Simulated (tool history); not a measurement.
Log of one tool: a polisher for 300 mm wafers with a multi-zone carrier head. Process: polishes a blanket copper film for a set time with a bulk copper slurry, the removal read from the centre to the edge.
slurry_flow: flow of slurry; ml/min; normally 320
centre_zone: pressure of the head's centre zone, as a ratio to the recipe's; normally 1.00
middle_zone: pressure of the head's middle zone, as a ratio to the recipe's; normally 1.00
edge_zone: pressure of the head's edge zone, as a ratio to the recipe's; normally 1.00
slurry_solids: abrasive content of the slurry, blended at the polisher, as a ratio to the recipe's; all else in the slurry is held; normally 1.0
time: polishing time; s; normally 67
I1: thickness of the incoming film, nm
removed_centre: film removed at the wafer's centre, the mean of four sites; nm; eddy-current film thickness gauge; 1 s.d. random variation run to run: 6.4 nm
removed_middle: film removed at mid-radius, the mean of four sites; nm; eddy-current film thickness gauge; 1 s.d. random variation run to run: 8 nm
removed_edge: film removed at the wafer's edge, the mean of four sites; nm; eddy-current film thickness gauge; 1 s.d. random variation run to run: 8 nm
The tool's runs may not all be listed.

run 1 hour=0.0 | slurry_flow=285 centre_zone=1.00 middle_zone=1.00 edge_zone=1.00 slurry_solids=1.0 time=67 | I1=2483.2 | removed_centre=717.3 removed_middle=651.2 removed_edge=657.2
-- hour=0.7 worn pad replaced by a new one
-- hour=1.8 centre zone pressure recalibrated
run 2 hour=28.0 | slurry_flow=285 centre_zone=1.00 middle_zone=1.00 edge_zone=1.00 slurry_solids=1.0 time=67 | I1=2549.2 | removed_centre=674.7 removed_middle=661.8 removed_edge=654.8
run 3 hour=62.6 | slurry_flow=320 centre_zone=1.00 middle_zone=1.00 edge_zone=1.00 slurry_solids=1.0 time=67 | I1=2541.3 | removed_centre=713.2 removed_middle=687.6 removed_edge=661.1
run 4 hour=95.4 | slurry_flow=320 centre_zone=1.00 middle_zone=1.00 edge_zone=1.00 slurry_solids=1.0 time=67 | I1=2514.1 | removed_centre=709.8 removed_middle=683.6 removed_edge=662.9
-- hour=107.7 worn pad replaced by a new one
run 5 hour=129.2 | slurry_flow=320 centre_zone=0.95 middle_zone=1.00 edge_zone=1.00 slurry_solids=1.0 time=77 | I1=2554.1 | removed_centre=810.2 removed_middle=795.8 removed_edge=759.1
run 6 hour=152.0 | slurry_flow=320 centre_zone=0.95 middle_zone=1.00 edge_zone=1.00 slurry_solids=1.0 time=77 | I1=2563.0 | removed_centre=811.2 removed_middle=783.1 removed_edge=782.7
-- hour=165.4 edge zone pressure recalibrated
run 7 hour=169.5 | slurry_flow=320 centre_zone=0.95 middle_zone=1.00 edge_zone=1.00 slurry_solids=1.0 time=77 | I1=2518.1 | removed_centre=799.0 removed_middle=776.3 removed_edge=760.2
run 8 hour=205.1 | slurry_flow=320 centre_zone=1.00 middle_zone=1.00 edge_zone=0.93 slurry_solids=1.0 time=67 | I1=2523.4 | removed_centre=737.1 removed_middle=674.3 removed_edge=638.3
-- hour=221.0 worn pad replaced by a new one, of another model than before
run 9 hour=232.9 | slurry_flow=320 centre_zone=1.00 middle_zone=1.00 edge_zone=1.00 slurry_solids=1.0 time=67 | I1=2534.8 | removed_centre=731.1 removed_middle=685.6 removed_edge=672.5
run 10 hour=247.5 | slurry_flow=320 centre_zone=1.00 middle_zone=1.00 edge_zone=1.00 slurry_solids=1.0 time=67 | I1=2580.0 | removed_centre=720.0 removed_middle=680.1 removed_edge=667.5
run 11 hour=274.9 | slurry_flow=320 centre_zone=1.00 middle_zone=1.00 edge_zone=1.00 slurry_solids=0.8 time=67 | I1=2543.9 | removed_centre=696.0 removed_middle=630.3 removed_edge=638.2
-- hour=298.3 centre zone pressure recalibrated
run 12 hour=301.1 | slurry_flow=320 centre_zone=1.00 middle_zone=0.89 edge_zone=1.00 slurry_solids=1.2 time=67 | I1=2562.0 | removed_centre=695.1 removed_middle=643.9 removed_edge=707.4
-- hour=314.2 worn pad replaced by a new one
run 13 hour=330.9 | slurry_flow=320 centre_zone=1.00 middle_zone=1.00 edge_zone=1.00 slurry_solids=1.0 time=67 | I1=2552.2 | removed_centre=695.0 removed_middle=674.6 removed_edge=682.6
-- hour=367.9 slurry nozzle cleaned
run 14 hour=368.4 | slurry_flow=320 centre_zone=1.00 middle_zone=1.00 edge_zone=1.00 slurry_solids=1.0 time=67 | I1=2517.0 | removed_centre=699.8 removed_middle=667.7 removed_edge=672.9
-- hour=379.0 carrier head's membrane replaced by a new one
run 15 hour=387.7 | slurry_flow=420 centre_zone=0.97 middle_zone=1.00 edge_zone=1.00 slurry_solids=1.0 time=75 | I1=2486.2 | removed_centre=794.8 removed_middle=801.1 removed_edge=771.6
run 16 hour=403.4 | slurry_flow=240 centre_zone=1.00 middle_zone=0.96 edge_zone=1.00 slurry_solids=0.8 time=67 | I1=2531.9 | removed_centre=631.0 removed_middle=594.6 removed_edge=603.8
-- hour=420.2 worn pad replaced by a new one
run 17 hour=443.1 | slurry_flow=320 centre_zone=1.08 middle_zone=1.00 edge_zone=0.93 slurry_solids=1.0 time=51 | I1=2509.3 | removed_centre=558.1 removed_middle=504.2 removed_edge=492.5
run 18 hour=477.5 | slurry_flow=235 centre_zone=1.00 middle_zone=1.00 edge_zone=1.00 slurry_solids=1.0 time=67 | I1=2548.4 | removed_centre=672.0 removed_middle=630.2 removed_edge=628.1
run 19 hour=490.9 | slurry_flow=320 centre_zone=1.00 middle_zone=1.00 edge_zone=1.00 slurry_solids=1.0 time=83 | I1=2472.7 | removed_centre=888.0 removed_middle=834.3 removed_edge=819.7
-- hour=515.5 worn pad replaced by a new one
run 20 hour=526.4 | slurry_flow=320 centre_zone=1.00 middle_zone=1.00 edge_zone=1.00 slurry_solids=1.0 time=67 | I1=2509.9 | removed_centre=719.7 removed_middle=672.1 removed_edge=659.3

Branching from run 20: 4 alternative next runs. What would each branch give?
run A hour=526.8 | slurry_flow=320 centre_zone=1.00 middle_zone=0.93 edge_zone=1.00 slurry_solids=1.0 time=67 | I1=2577.5 | removed_centre=? removed_middle=? removed_edge=?
run B hour=526.8 | slurry_flow=320 centre_zone=1.00 middle_zone=0.93 edge_zone=0.94 slurry_solids=1.0 time=67 | I1=2577.5 | removed_centre=? removed_middle=? removed_edge=?
run C hour=526.8 | slurry_flow=365 centre_zone=1.00 middle_zone=1.05 edge_zone=1.10 slurry_solids=1.0 time=88 | I1=2577.5 | removed_centre=? removed_middle=? removed_edge=?
run D hour=526.8 | slurry_flow=360 centre_zone=1.00 middle_zone=1.00 edge_zone=1.00 slurry_solids=1.0 time=67 | I1=2577.5 | removed_centre=? removed_middle=? removed_edge=?

run=A removed_centre=719.4 removed_middle=622.4 removed_edge=674.7
run=B removed_centre=719.4 removed_middle=622.5 removed_edge=655.1
run=C removed_centre=962.9 removed_middle=919.5 removed_edge=939.3
run=D removed_centre=731.7 removed_middle=671.1 removed_edge=681.9
Stripped of hidden state, with their random variation kept, the same runs would have yielded:
run=A removed_centre=675.4 removed_middle=622.6 removed_edge=674.7
run=B removed_centre=675.4 removed_middle=622.7 removed_edge=655.1
run=C removed_centre=904.0 removed_middle=919.8 removed_edge=939.3
run=D removed_centre=686.8 removed_middle=671.3 removed_edge=681.9

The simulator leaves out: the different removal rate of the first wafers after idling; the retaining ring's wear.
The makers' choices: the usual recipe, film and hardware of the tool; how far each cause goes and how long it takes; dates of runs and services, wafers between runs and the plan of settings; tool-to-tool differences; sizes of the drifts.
